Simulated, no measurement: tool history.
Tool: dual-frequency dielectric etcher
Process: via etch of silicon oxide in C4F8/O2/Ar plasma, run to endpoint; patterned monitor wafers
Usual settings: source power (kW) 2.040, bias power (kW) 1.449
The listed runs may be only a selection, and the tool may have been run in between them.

| run | day | source power (kW) | bias power (kW) | incoming incoming film thickness, nm | endpoint time (s) |
|---|---|---|---|---|---|
| 1 | 0.000 | 2.040 | 1.684 | 1225.9 | 276.6 |
| 2 | 0.508 | 2.040 | 1.684 | 1210.1 | 274.8 |
| 3 | 1.104 | 2.040 | 1.233 | 1206.0 | 290.8 |
| 4 | 1.538 | 2.040 | 1.233 | 1213.9 | 292.3 |
| 5 | 1.975 | 2.040 | 1.449 | 1203.4 | 281.3 |
| 6 | 2.371 | 2.040 | 1.449 | 1208.0 | 282.7 |
| 7 | 3.350 | 2.040 | 1.449 | 1195.7 | 282.3 |
|  | 4.488 | upper electrode replaced |
|  | 4.712 | bias power generator calibrated |
|  | 4.783 | wet clean of the chamber |
| 8 | 4.804 | 2.040 | 1.538 | 1211.3 | 268.7 |
| 9 | 4.821 | 2.040 | 1.449 | 1200.6 | 270.1 |
| 10 | 4.838 | 2.040 | 1.449 | 1209.0 | 271.5 |
|  | 5.129 | source power generator calibrated |
| 11 | 6.029 | 2.040 | 1.449 | 1201.3 | 270.6 |
| 12 | 6.329 | 2.040 | 1.449 | 1199.3 | 269.1 |
| 13 | 7.050 | 2.350 | 1.607 | 1226.0 | 260.7 |
| 14 | 7.400 | 2.040 | 1.449 | 1212.0 | 272.6 |
| 15 | 7.858 | 2.400 | 1.164 | 1220.1 | 269.1 |
| 16 | 8.217 | 2.040 | 1.449 | 1218.3 | 275.2 |
| 17 | 8.762 | 2.040 | 1.742 | 1222.0 | 266.1 |
| 18 | 9.425 | 2.040 | 1.594 | 1220.7 | 272.3 |
| 19 | 9.946 | 2.310 | 1.327 | 1205.0 | 265.4 |
| 20 | 10.338 | 2.040 | 1.210 | 1225.9 | 287.2 |
| 21 | 10.688 | 1.710 | 1.632 | 1214.4 | 288.1 |
| 22 | 11.321 | 2.500 | 1.284 | 1206.5 | 263.1 |
| 23 | 11.867 | 2.320 | 1.794 | 1207.5 | 254.4 |
| 24 | 12.171 | 2.350 | 1.316 | 1207.2 | 268.3 |

Consider 4 possible next runs. They are alternatives, not a sequence: every one starts from the tool as it was left by run 24. What does each give?
| A | 12.192 | 1.790 | 1.449 | 1207.9 | ? |
| B | 12.192 | 1.640 | 1.710 | 1207.9 | ? |
| C | 12.192 | 2.040 | 1.335 | 1207.9 | ? |
| D | 12.192 | 2.040 | 1.273 | 1207.9 | ? |

| run | endpoint time (s) |
|---|---|
| A | 289.4 |
| B | 289.1 |
| C | 280.7 |
| D | 282.9 |
Without the tool's unlogged condition, the same runs would have read:
| run | endpoint time (s) |
|---|---|
| A | 283.2 |
| B | 282.9 |
| C | 274.7 |
| D | 276.8 |

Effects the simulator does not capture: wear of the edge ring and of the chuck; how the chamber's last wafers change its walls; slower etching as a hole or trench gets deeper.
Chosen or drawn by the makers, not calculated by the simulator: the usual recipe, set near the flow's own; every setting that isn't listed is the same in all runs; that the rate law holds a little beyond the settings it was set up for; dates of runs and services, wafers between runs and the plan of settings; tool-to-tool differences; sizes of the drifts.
